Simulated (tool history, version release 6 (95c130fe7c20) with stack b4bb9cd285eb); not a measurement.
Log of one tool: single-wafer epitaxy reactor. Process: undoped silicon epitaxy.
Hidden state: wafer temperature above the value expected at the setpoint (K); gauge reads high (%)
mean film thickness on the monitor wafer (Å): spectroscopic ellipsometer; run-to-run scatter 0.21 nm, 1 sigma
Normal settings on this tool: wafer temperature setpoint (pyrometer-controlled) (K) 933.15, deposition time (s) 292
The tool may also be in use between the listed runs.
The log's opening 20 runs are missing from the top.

run	hour	wafer temperature setpoint (pyrometer-controlled) (K)	deposition time (s)	wafers since the last listed run	hours since the last pyrometer calibration	hours since the gauge calibration	read-back reference wafer on the same gauge, thickness_nm	mean film thickness on the monitor wafer (Å)
21	216.4	933.15	292	54	56.9	58.5	61.003	602.73
22	231.5	929.15	332	63	72	73.6	60.999	619.35
23	246.8	933.15	292	63	87.3	88.9	61	595.09
24	257.2	933.15	337	43	97.7	99.3	60.96	688.84
25	267.5	948.15	337	43	108	109.6	61.06	981.66
26	280.3	920.15	346	53	120.8	122.4	60.984	517.32
27	296.3	937.15	275	66	136.8	138.4	60.965	621.78
28	312.9	918.15	273	69	153.4	155	61.025	388.11
29	328.4	933.15	292	64	168.9	170.5	61.005	599.68
30	342.8	946.15	292	60	183.3	184.9	61.047	815.94

Run 31, settings as shown, results not yet in. Your forecast:
31	348.8	933.15	337	25	189.3	190.9	?	?

{"run 31": {"read-back reference wafer on the same gauge, thickness_nm": 61.026, "mean film thickness on the monitor wafer (Å)": 692.55}}
Had the tool carried no hidden state, the very same run would have given mean film thickness on the monitor wafer (Å) 692.55.
